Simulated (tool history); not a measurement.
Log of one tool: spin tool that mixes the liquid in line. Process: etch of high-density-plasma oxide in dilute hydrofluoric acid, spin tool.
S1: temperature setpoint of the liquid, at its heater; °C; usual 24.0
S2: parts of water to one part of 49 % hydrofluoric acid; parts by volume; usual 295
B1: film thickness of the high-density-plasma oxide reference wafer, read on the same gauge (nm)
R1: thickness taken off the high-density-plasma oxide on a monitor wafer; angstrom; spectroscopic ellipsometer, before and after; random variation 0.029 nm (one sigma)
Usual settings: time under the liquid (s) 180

{"run": 1, "hour": 0.0, "S1": 24.0, "S2": 295, "time under the liquid (s)": 180, "B1": 30.017, "R1": 27.3}
{"run": 2, "hour": 44.5, "S1": 24.0, "S2": 295, "time under the liquid (s)": 180, "B1": 30.002, "R1": 26.83}
{"run": 3, "hour": 226.9, "S1": 24.0, "S2": 295, "time under the liquid (s)": 180, "B1": 30.006, "R1": 27.33}
{"run": 4, "hour": 441.1, "S1": 21.5, "S2": 295, "time under the liquid (s)": 180, "B1": 30.057, "R1": 24.4}
{"run": 5, "hour": 538.7, "S1": 21.5, "S2": 295, "time under the liquid (s)": 180, "B1": 29.995, "R1": 24.85}
{"hour": 724.4, "done": "hydrofluoric acid flow meter replaced"}
{"hour": 820.2, "done": "gauge calibrated"}
{"run": 6, "hour": 851.0, "S1": 21.5, "S2": 295, "time under the liquid (s)": 180, "B1": 29.999, "R1": 26.35}
{"run": 7, "hour": 895.1, "S1": 25.5, "S2": 295, "time under the liquid (s)": 180, "B1": 29.982, "R1": 30.1}
{"run": 8, "hour": 945.2, "S1": 22.0, "S2": 185, "time under the liquid (s)": 180, "B1": 30.024, "R1": 47.35}
{"run": 9, "hour": 1024.4, "S1": 24.0, "S2": 295, "time under the liquid (s)": 180, "B1": 29.978, "R1": 28.53}
{"run": 10, "hour": 1109.2, "S1": 24.0, "S2": 295, "time under the liquid (s)": 100, "B1": 30.01, "R1": 15.78}
{"run": 11, "hour": 1162.6, "S1": 24.0, "S2": 295, "time under the liquid (s)": 240, "B1": 30.008, "R1": 37.83}
{"run": 12, "hour": 1205.9, "S1": 24.0, "S2": 295, "time under the liquid (s)": 240, "B1": 29.996, "R1": 38.53}
{"run": 13, "hour": 1271.1, "S1": 24.0, "S2": 295, "time under the liquid (s)": 240, "B1": 29.999, "R1": 37.46}
{"run": 14, "hour": 1351.1, "S1": 19.5, "S2": 295, "time under the liquid (s)": 285, "B1": 30.012, "R1": 37.81}
{"run": 15, "hour": 1393.6, "S1": 27.0, "S2": 335, "time under the liquid (s)": 180, "B1": 29.967, "R1": 26.56}
{"run": 16, "hour": 1431.7, "S1": 24.0, "S2": 295, "time under the liquid (s)": 180, "B1": 30.014, "R1": 27.95}
{"hour": 1519.6, "done": "thermometer replaced"}
{"run": 17, "hour": 1534.9, "S1": 24.0, "S2": 295, "time under the liquid (s)": 180, "B1": 30.002, "R1": 28.36}
{"run": 18, "hour": 1590.6, "S1": 24.0, "S2": 295, "time under the liquid (s)": 180, "B1": 30.007, "R1": 27.76}
{"run": 19, "hour": 1637.2, "S1": 24.0, "S2": 295, "time under the liquid (s)": 125, "B1": 30.001, "R1": 19.62}
{"run": 20, "hour": 1835.1, "S1": 28.0, "S2": 435, "time under the liquid (s)": 140, "B1": 29.973, "R1": 14.46}
{"run": 21, "hour": 1893.1, "S1": 24.0, "S2": 240, "time under the liquid (s)": 180, "B1": 29.977, "R1": 36.36}
{"run": 22, "hour": 1983.0, "S1": 20.0, "S2": 150, "time under the liquid (s)": 110, "B1": 30.027, "R1": 33.52}
{"run": 23, "hour": 2050.5, "S1": 21.5, "S2": 420, "time under the liquid (s)": 230, "B1": 30.015, "R1": 20.31}
{"run": 24, "hour": 2090.5, "S1": 21.5, "S2": 350, "time under the liquid (s)": 285, "B1": 29.98, "R1": 31.92}
{"run": 25, "hour": 2157.9, "S1": 21.5, "S2": 415, "time under the liquid (s)": 280, "B1": 29.982, "R1": 25.22}
{"run": 26, "hour": 2195.7, "S1": 21.5, "S2": 370, "time under the liquid (s)": 180, "B1": 30.002, "R1": 18.71}
{"run": 27, "hour": 2265.0, "S1": 24.0, "S2": 295, "time under the liquid (s)": 120, "B1": 29.979, "R1": 18.73}
{"run": 28, "hour": 2310.5, "S1": 24.0, "S2": 295, "time under the liquid (s)": 180, "B1": 30.013, "R1": 28.06}
{"run": 29, "hour": 2410.1, "S1": 27.5, "S2": 205, "time under the liquid (s)": 275, "B1": 29.99, "R1": 75.72}
{"run": 30, "hour": 2495.5, "S1": 24.0, "S2": 295, "time under the liquid (s)": 180, "B1": 29.983, "R1": 27.77}
{"run": 31, "hour": 2543.6, "S1": 27.0, "S2": 335, "time under the liquid (s)": 115, "B1": 30.001, "R1": 16.1}
{"run": 32, "hour": 2607.7, "S1": 26.5, "S2": 245, "time under the liquid (s)": 290, "B1": 30.007, "R1": 61.06}

4 ways to go on from here, each from the tool as it stands after run 32. What would each give?
{"run": "A", "hour": 2608.2, "S1": 24.0, "S2": 295, "time under the liquid (s)": 180, "B1": "?", "R1": "?"}
{"run": "B", "hour": 2608.2, "S1": 26.0, "S2": 230, "time under the liquid (s)": 275, "B1": "?", "R1": "?"}
{"run": "C", "hour": 2608.2, "S1": 28.0, "S2": 295, "time under the liquid (s)": 180, "B1": "?", "R1": "?"}
{"run": "D", "hour": 2608.2, "S1": 21.5, "S2": 210, "time under the liquid (s)": 270, "B1": "?", "R1": "?"}

run=A B1=30.001 R1=27.05
run=B B1=30.001 R1=60.89
run=C B1=30.001 R1=30.95
run=D B1=30.001 R1=56.81
Without the tool's hidden state the same runs would have given:
run=A R1=28.57
run=B R1=64.22
run=C R1=32.73
run=D R1=59.81
